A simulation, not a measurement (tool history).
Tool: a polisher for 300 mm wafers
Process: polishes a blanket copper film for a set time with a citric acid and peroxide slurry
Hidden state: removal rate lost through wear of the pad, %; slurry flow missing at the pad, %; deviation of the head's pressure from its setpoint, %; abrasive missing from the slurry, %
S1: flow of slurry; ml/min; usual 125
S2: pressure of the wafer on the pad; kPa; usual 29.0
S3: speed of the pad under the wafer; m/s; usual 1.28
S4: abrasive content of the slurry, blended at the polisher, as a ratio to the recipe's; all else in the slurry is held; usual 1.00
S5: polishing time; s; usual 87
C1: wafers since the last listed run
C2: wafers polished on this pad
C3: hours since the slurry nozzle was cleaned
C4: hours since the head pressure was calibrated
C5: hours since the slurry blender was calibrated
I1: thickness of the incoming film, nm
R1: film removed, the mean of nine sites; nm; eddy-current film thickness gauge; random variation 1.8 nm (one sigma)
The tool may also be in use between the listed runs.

run   hour   S1    S2    S3    S4   S5   C1    C2     C3     C4     C5      I1     R1
  1    0.0  125  29.0  1.28  1.00   87    0   329  317.8  690.9   93.6  1061.4  287.8
  2   33.8  125  29.0  1.28  1.00   87  492   821  351.6  724.7  127.4  1054.1  291.1
  3   95.5  125  29.0  1.28  1.00   87  898  1720  413.3  786.4  189.1  1059.6  286.9
     124.5  -- head pressure recalibrated
  4  147.4  125  29.0  1.28  1.00   87  726  2446  465.2   22.9  241.0  1048.0  284.9
  5  169.9  125  29.0  1.28  1.00   87  327  2774  487.7   45.4  263.5  1052.5  282.4
     189.1  -- worn pad replaced by a new one
  6  212.0  125  29.0  1.28  1.00   87  554   333  529.8   87.5  305.6  1079.2  282.3
  7  234.5  125  29.0  1.28  1.00   87  327   660  552.3  110.0  328.1  1059.1  281.8
  8  249.4  125  29.0  1.28  1.00   87  216   877  567.2  124.9  343.0  1059.4  282.5
  9  261.6  125  29.0  1.28  1.00   87  177  1055  579.4  137.1  355.2  1070.4  281.5
 10  292.8  125  29.0  1.28  1.00   87  454  1509  610.6  168.3  386.4  1076.5  279.6
 11  315.8   90  29.0  0.90  1.00   87  334  1844  633.6  191.3  409.4  1061.0  206.3
     334.7  -- slurry blender recalibrated
 12  348.6  125  29.0  1.28  1.00   87  448  2292  666.4  224.1   13.9  1050.3  280.7
 13  369.0  125  24.8  1.28  1.00   68  297  2589  686.8  244.5   34.3  1058.0  194.0
 14  387.7  135  21.4  1.46  1.00   64  272  2862  705.5  263.2   53.0  1045.1  181.7
     394.2  -- worn pad replaced by a new one
 15  411.1  125  29.0  1.66  1.00   78  282   246  728.9  286.6   76.4  1050.4  297.3
     412.1  -- slurry nozzle cleaned
 16  435.3  125  29.0  0.88  1.00   60  337   584   23.2  310.8  100.6  1042.7  158.9
 17  451.7  125  29.0  1.28  1.00   87  238   823   39.6  327.2  117.0  1051.1  292.9
 18  476.4  100  29.0  1.16  1.10   63  359  1182   64.3  351.9  141.7  1063.1  191.9
 19  504.1  125  29.0  1.28  1.00   87  403  1586   92.0  379.6  169.4  1063.0  295.5
 20  517.3  125  29.0  1.28  1.25   87  192  1778  105.2  392.8  182.6  1051.2  303.3
 21  536.1  125  32.4  1.28  1.00   87  273  2051  124.0  411.6  201.4  1047.7  316.5
 22  549.4  125  29.0  1.28  1.00  117  193  2245  137.3  424.9  214.7  1054.8  390.9
 23  566.2  110  38.6  1.28  1.00   76  244  2490  154.1  441.7  231.5  1058.8  309.1
     578.9  -- worn pad replaced by a new one
 24  588.7  105  29.0  1.28  1.30   98  269   142  176.6  464.2  254.0  1080.9  337.4
 25  616.4  125  29.0  1.28  1.00   87  403   546  204.3  491.9  281.7  1037.4  289.1
 26  634.2  125  29.0  1.28  1.00   87  259   805  222.1  509.7  299.5  1055.5  289.0

Forecast run 27:
 27  660.2  125  29.0  1.28  0.70  87  378  1183  248.1  535.7  325.5  1054.9   ?

R1: 269.6 nm
Without the tool's hidden state the same run would have given R1 271.0 nm.
